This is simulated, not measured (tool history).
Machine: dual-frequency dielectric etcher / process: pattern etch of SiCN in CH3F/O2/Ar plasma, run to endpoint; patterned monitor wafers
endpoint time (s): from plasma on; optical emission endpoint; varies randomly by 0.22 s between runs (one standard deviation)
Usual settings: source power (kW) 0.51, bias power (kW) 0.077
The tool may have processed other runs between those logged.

run,hour,source power (kW),bias power (kW),wafers since the last listed run,hours since the last wet clean,hours since the last source power generator calibration,hours since the last bias power generator calibration,hours since the last upper electrode change,"incoming incoming film thickness, nm",endpoint time (s)
1,0,0.54,0.077,0,322.1,2835.8,1180.5,3491.1,13.36,30.8
# hour 38.9: wet clean of the chamber
2,84.4,0.51,0.077,687,45.5,2920.2,1264.9,3575.5,13.42,31.4
3,151.9,0.51,0.077,768,113,2987.7,1332.4,3643,13.3,31.6
4,332,0.51,0.077,2049,293.1,3167.8,1512.5,3823.1,13.5,32
# hour 385.2: wet clean of the chamber
5,385.7,0.51,0.077,337,0.5,3221.5,1566.2,3876.8,13.45,32.2
6,428.8,0.51,0.067,490,43.6,3264.6,1609.3,3919.9,13.46,34.2
# hour 746.6: wet clean of the chamber
# hour 756.5: upper electrode replaced
7,757,0.51,0.067,3348,10.4,3592.8,1937.5,0.5,13.47,34.7
8,842.1,0.51,0.067,968,95.5,3677.9,2022.6,85.6,13.28,34.2
# hour 900.1: source power generator calibrated
9,911.2,0.59,0.077,740,164.6,11.1,2091.7,154.7,13.39,29.6
10,1062.7,0.46,0.083,1724,316.1,162.6,2243.2,306.2,13.42,32.2
# hour 1070.9: bias power generator calibrated
# hour 1183.2: wet clean of the chamber
11,1183.7,0.47,0.077,1058,0.5,283.6,112.8,427.2,13.34,33
12,1207.8,0.51,0.095,274,24.6,307.7,136.9,451.3,13.49,28.5
13,1256,0.51,0.071,548,72.8,355.9,185.1,499.5,13.45,33.6
14,1325.4,0.51,0.077,789,142.2,425.3,254.5,568.9,13.36,31.4
15,1383.9,0.44,0.083,665,200.7,483.8,313,627.4,13.35,32.6
16,1422,0.46,0.066,433,238.8,521.9,351.1,665.5,13.33,36.3
17,1525.7,0.51,0.077,1180,342.5,625.6,454.8,769.2,13.36,31.8

List, for all runs, the conditions of the tool that the log does not record:
etch rate over this chamber's usual, %: 0 in every run
source power that arrives over what is set, %: 0 in every run
bias power that arrives over what is set, %: 0 in every run

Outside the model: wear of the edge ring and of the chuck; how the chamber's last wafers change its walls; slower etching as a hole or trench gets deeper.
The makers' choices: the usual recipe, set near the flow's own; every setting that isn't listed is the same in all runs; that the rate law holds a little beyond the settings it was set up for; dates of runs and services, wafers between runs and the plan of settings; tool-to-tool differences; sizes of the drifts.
